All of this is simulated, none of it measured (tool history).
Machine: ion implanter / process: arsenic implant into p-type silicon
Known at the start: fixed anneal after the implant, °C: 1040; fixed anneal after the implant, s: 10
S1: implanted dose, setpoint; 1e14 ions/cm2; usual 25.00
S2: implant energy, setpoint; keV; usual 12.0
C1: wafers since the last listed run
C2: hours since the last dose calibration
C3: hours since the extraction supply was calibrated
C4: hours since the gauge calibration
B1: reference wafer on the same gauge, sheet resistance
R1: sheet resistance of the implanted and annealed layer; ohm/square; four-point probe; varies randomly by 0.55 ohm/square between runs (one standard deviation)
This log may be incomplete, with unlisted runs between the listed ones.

run,hour,S1,S2,C1,C2,C3,C4,B1,R1
1,0.0,25.00,9.5,0,343.6,2127.6,184.8,118.64,112.09
2,23.4,25.00,12.0,879,367.0,2151.0,208.2,118.55,107.77
3,46.5,25.00,12.0,867,390.1,2174.1,231.3,118.95,108.16
4,75.7,25.00,12.0,1096,419.3,2203.3,260.5,118.90,108.38
5,103.5,25.00,12.0,1044,447.1,2231.1,288.3,119.42,108.20
6,116.4,25.00,12.0,484,460.0,2244.0,301.2,119.21,107.35
7,147.0,19.59,14.5,1149,490.6,2274.6,331.8,119.29,109.66
8,187.0,19.48,12.0,1502,530.6,2314.6,371.8,119.32,112.53
9,203.1,19.48,12.0,604,546.7,2330.7,387.9,119.36,112.75
10,236.8,19.48,12.0,1265,580.4,2364.4,421.6,119.53,113.64
11,252.0,21.10,14.0,570,595.6,2379.6,436.8,119.32,107.48
12,272.3,21.10,14.0,762,615.9,2399.9,457.1,119.47,108.61
13,287.3,25.00,12.0,563,630.9,2414.9,472.1,119.53,107.78
14,305.3,25.00,12.0,676,648.9,2432.9,490.1,119.48,108.88
15,382.1,25.00,12.0,2885,725.7,2509.7,566.9,119.72,108.77
# hour 430.6: Faraday cup replaced and dose calibrated
16,434.5,27.94,12.0,1667,3.9,2562.1,619.3,119.80,107.16
# hour 440.5: gauge calibrated
# hour 487.7: extraction supply calibrated
17,504.0,30.50,14.5,2310,73.4,16.3,63.5,117.88,100.63
18,531.7,19.48,12.0,1040,101.1,44.0,91.2,117.99,111.64
19,547.4,22.07,14.0,589,116.8,59.7,106.9,118.47,105.25
20,576.7,28.52,11.0,1100,146.1,89.0,136.2,118.76,106.77
21,608.3,19.04,8.5,1187,177.7,120.6,167.8,118.73,118.34
22,642.4,30.23,8.5,1280,211.8,154.7,201.9,118.98,111.07
23,671.6,25.00,12.0,1096,241.0,183.9,231.1,118.91,107.68
24,685.8,20.04,12.0,533,255.2,198.1,245.3,119.22,112.60
25,711.9,30.25,14.5,980,281.3,224.2,271.4,119.19,100.80
26,741.2,21.62,13.0,1100,310.6,253.5,300.7,119.38,109.89
27,767.4,27.69,8.5,984,336.8,279.7,326.9,119.44,112.18

Alternative continuations, all from the tool just after run 27; predict every row:
A,767.8,26.89,12.0,15,337.2,280.1,327.3,?,?
B,767.8,28.06,14.5,15,337.2,280.1,327.3,?,?
C,767.8,21.20,14.0,15,337.2,280.1,327.3,?,?
D,767.8,25.00,8.0,15,337.2,280.1,327.3,?,?

run,B1,R1
A,119.68,107.40
B,119.68,102.76
C,119.68,108.35
D,119.68,114.80
The same runs, with their run-to-run variation unchanged, on a tool lacking any hidden condition would have given:
run,R1
A,105.16
B,100.61
C,106.09
D,112.40

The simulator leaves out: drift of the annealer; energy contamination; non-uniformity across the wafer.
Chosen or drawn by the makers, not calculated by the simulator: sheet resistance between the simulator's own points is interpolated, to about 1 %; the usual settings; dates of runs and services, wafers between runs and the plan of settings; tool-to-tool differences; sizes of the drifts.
